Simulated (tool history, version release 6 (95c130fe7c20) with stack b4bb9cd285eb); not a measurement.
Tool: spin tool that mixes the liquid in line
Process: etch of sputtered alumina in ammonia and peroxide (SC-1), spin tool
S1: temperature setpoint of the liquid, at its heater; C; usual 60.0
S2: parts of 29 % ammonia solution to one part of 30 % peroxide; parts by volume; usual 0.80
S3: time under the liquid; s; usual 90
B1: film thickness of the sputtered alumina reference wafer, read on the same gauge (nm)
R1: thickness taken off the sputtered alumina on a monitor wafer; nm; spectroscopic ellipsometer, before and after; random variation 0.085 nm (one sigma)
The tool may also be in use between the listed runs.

Run 1, day 0.000: usual settings but S2 1.00 parts by volume; B1 120.00. Result: R1 7.81 nm.
Run 2, day 3.533: usual settings; B1 119.99. Result: R1 7.54 nm.
Run 3, day 6.967: usual settings; B1 120.01. Result: R1 7.67 nm.
At day 10.204: heated supply line repaired.
Run 4, day 10.654: usual settings; B1 119.99. Result: R1 9.44 nm.
Run 5, day 13.054: usual settings; B1 119.99. Result: R1 9.32 nm.
Run 6, day 15.417: usual settings; B1 120.01. Result: R1 9.17 nm.
At day 15.475: gauge calibrated.
At day 16.104: new drum of ammonia solution connected.
Run 7, day 17.358: usual settings; B1 120.01. Result: R1 9.09 nm.
Run 8, day 20.462: usual settings; B1 120.01. Result: R1 9.06 nm.
Run 9, day 22.346: usual settings; B1 119.99. Result: R1 9.11 nm.
Run 10, day 24.458: usual settings; B1 120.01. Result: R1 9.15 nm.
Run 11, day 27.746: usual settings; B1 120.02. Result: R1 9.06 nm.
Run 12, day 29.821: usual settings but S2 0.55 parts by volume; B1 119.98. Result: R1 8.76 nm.
Run 13, day 32.133: usual settings but S1 68.0 C; B1 120.00. Result: R1 13.47 nm.
At day 33.483: new drum of ammonia solution connected.
Run 14, day 35.388: usual settings but S2 0.40 parts by volume, S3 125 s; B1 120.02. Result: R1 11.47 nm.
Run 15, day 37.754: usual settings but S1 64.5 C, S2 0.50 parts by volume; B1 120.00. Result: R1 10.66 nm.
At day 39.492: ammonia flow meter replaced.
Run 16, day 41.975: usual settings but S1 53.0 C; B1 120.00. Result: R1 6.17 nm.
At day 43.496: thermometer replaced.
Run 17, day 43.733: usual settings but S1 67.0 C, S2 0.40 parts by volume; B1 120.01. Result: R1 11.75 nm.
Run 18, day 46.388: usual settings but S1 54.0 C, S2 0.40 parts by volume, S3 75 s; B1 120.00. Result: R1 4.98 nm.
Run 19, day 49.008: usual settings but S1 51.5 C, S2 0.90 parts by volume, S3 105 s; B1 119.98. Result: R1 6.44 nm.
At day 52.092: new drum of ammonia solution connected.
Run 20, day 53.196: usual settings but S1 63.5 C; B1 120.04. Result: R1 10.39 nm.
Run 21, day 56.342: usual settings but S1 68.5 C, S3 145 s; B1 119.98. Result: R1 21.46 nm.
Run 22, day 58.175: usual settings but S1 69.0 C, S3 45 s; B1 119.99. Result: R1 6.75 nm.
Run 23, day 61.042: usual settings but S1 57.0 C, S2 0.45 parts by volume, S3 120 s; B1 120.02. Result: R1 9.16 nm.

5 ways to go on from here, each from the tool as it stands after run 23. What would each give?
Run A, day 61.058: usual settings but S1 65.0 C; B1 ?. Result: R1 ?.
Run B, day 61.058: usual settings but S2 1.15 parts by volume; B1 ?. Result: R1 ?.
Run C, day 61.058: usual settings but S1 64.0 C, S2 0.45 parts by volume, S3 35 s; B1 ?. Result: R1 ?.
Run D, day 61.058: usual settings but S3 55 s; B1 ?. Result: R1 ?.
Run E, day 61.058: usual settings but S1 53.5 C, S2 0.45 parts by volume, S3 35 s; B1 ?. Result: R1 ?.

run      B1     R1
  A  120.02  11.24
  B  120.02   9.00
  C  120.02   3.93
  D  120.02   5.32
  E  120.02   2.27
Without the tool's hidden state the same runs would have given:
run     R1
  A  12.51
  B  10.06
  C   4.38
  D   5.94
  E   2.54
